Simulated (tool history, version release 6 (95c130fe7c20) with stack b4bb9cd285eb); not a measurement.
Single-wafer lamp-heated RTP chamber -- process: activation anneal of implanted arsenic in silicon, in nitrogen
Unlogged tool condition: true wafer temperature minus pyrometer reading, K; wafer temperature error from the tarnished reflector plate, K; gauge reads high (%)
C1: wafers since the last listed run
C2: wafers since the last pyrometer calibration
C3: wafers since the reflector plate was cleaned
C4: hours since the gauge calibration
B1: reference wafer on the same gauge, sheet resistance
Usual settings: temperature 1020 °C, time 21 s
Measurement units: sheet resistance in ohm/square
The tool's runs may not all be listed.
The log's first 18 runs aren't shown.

{"day": 7.833, "done": "gauge calibrated"}
{"day": 8.304, "done": "reflector plate cleaned"}
{"run": 19, "day": 8.325, "temperature": 1027, "time": 21, "C1": 189, "C2": 1403, "C3": 9, "C4": 11.8, "B1": 169.85, "sheet resistance": 138.33}
{"run": 20, "day": 8.879, "temperature": 1010, "time": 25, "C1": 262, "C2": 1665, "C3": 271, "C4": 25.1, "B1": 169.99, "sheet resistance": 140.27}
{"run": 21, "day": 9.279, "temperature": 1033, "time": 21, "C1": 189, "C2": 1854, "C3": 460, "C4": 34.7, "B1": 170.17, "sheet resistance": 136.09}
{"day": 9.662, "done": "pyrometer window cleaned and pyrometer calibrated"}
{"run": 22, "day": 9.683, "temperature": 1020, "time": 21, "C1": 33, "C2": 9, "C3": 494, "C4": 44.4, "B1": 169.9, "sheet resistance": 143.12}
{"run": 23, "day": 9.942, "temperature": 1020, "time": 21, "C1": 122, "C2": 131, "C3": 616, "C4": 50.6, "B1": 169.82, "sheet resistance": 142.61}
{"run": 24, "day": 10.308, "temperature": 1020, "time": 26, "C1": 173, "C2": 305, "C3": 789, "C4": 59.4, "B1": 169.99, "sheet resistance": 139.1}
{"run": 25, "day": 10.562, "temperature": 1006, "time": 21, "C1": 120, "C2": 425, "C3": 909, "C4": 65.5, "B1": 169.93, "sheet resistance": 146.49}
{"run": 26, "day": 10.962, "temperature": 1020, "time": 21, "C1": 189, "C2": 614, "C3": 1099, "C4": 75.1, "B1": 169.95, "sheet resistance": 140.93}
{"run": 27, "day": 11.742, "temperature": 1020, "time": 17, "C1": 368, "C2": 982, "C3": 1467, "C4": 93.8, "B1": 170.06, "sheet resistance": 143.4}
{"run": 28, "day": 12.112, "temperature": 1049, "time": 30, "C1": 175, "C2": 1158, "C3": 1643, "C4": 102.7, "B1": 170.09, "sheet resistance": 128.08}
{"run": 29, "day": 12.792, "temperature": 995, "time": 13, "C1": 321, "C2": 1479, "C3": 1964, "C4": 119, "B1": 170.02, "sheet resistance": 154.41}
{"run": 30, "day": 13.425, "temperature": 1036, "time": 21, "C1": 299, "C2": 1779, "C3": 2263, "C4": 134.2, "B1": 169.93, "sheet resistance": 134.82}
{"day": 14.283, "done": "pyrometer window cleaned and pyrometer calibrated"}
{"run": 31, "day": 14.304, "temperature": 1020, "time": 25, "C1": 258, "C2": 10, "C3": 2521, "C4": 155.3, "B1": 170.04, "sheet resistance": 140.81}
{"run": 32, "day": 14.542, "temperature": 1020, "time": 21, "C1": 112, "C2": 122, "C3": 2634, "C4": 161, "B1": 170.04, "sheet resistance": 142.11}
{"run": 33, "day": 15.958, "temperature": 1030, "time": 18, "C1": 670, "C2": 792, "C3": 3304, "C4": 195, "B1": 169.77, "sheet resistance": 138.94}
{"run": 34, "day": 16.275, "temperature": 1020, "time": 9, "C1": 149, "C2": 942, "C3": 3454, "C4": 202.6, "B1": 169.86, "sheet resistance": 150.79}
{"run": 35, "day": 16.996, "temperature": 1020, "time": 21, "C1": 340, "C2": 1283, "C3": 3795, "C4": 219.9, "B1": 170.14, "sheet resistance": 138.71}
{"run": 36, "day": 17.521, "temperature": 991, "time": 32, "C1": 248, "C2": 1531, "C3": 4043, "C4": 232.5, "B1": 169.98, "sheet resistance": 142.11}
{"run": 37, "day": 17.921, "temperature": 1035, "time": 12, "C1": 189, "C2": 1720, "C3": 4232, "C4": 242.1, "B1": 169.74, "sheet resistance": 140.75}
{"run": 38, "day": 18.208, "temperature": 1001, "time": 17, "C1": 135, "C2": 1856, "C3": 4368, "C4": 249, "B1": 170.2, "sheet resistance": 147.86}

What if the next run were any one of these 3? Each begins from the tool's condition after run 38:
{"run": "A", "day": 18.225, "temperature": 1020, "time": 13, "C1": 7, "C2": 1864, "C3": 4376, "C4": 249.4, "B1": "?", "sheet resistance": "?"}
{"run": "B", "day": 18.225, "temperature": 1041, "time": 24, "C1": 7, "C2": 1864, "C3": 4376, "C4": 249.4, "B1": "?", "sheet resistance": "?"}
{"run": "C", "day": 18.225, "temperature": 1033, "time": 13, "C1": 7, "C2": 1864, "C3": 4376, "C4": 249.4, "B1": "?", "sheet resistance": "?"}

run=A B1=169.82 sheet_resistance=144.36
run=B B1=169.82 sheet_resistance=131.21
run=C B1=169.82 sheet_resistance=140.5
With the hidden condition removed and each run's random variation left untouched, the same runs would have given:
run=A sheet_resistance=150.05
run=B sheet_resistance=135.58
run=C sheet_resistance=145.74

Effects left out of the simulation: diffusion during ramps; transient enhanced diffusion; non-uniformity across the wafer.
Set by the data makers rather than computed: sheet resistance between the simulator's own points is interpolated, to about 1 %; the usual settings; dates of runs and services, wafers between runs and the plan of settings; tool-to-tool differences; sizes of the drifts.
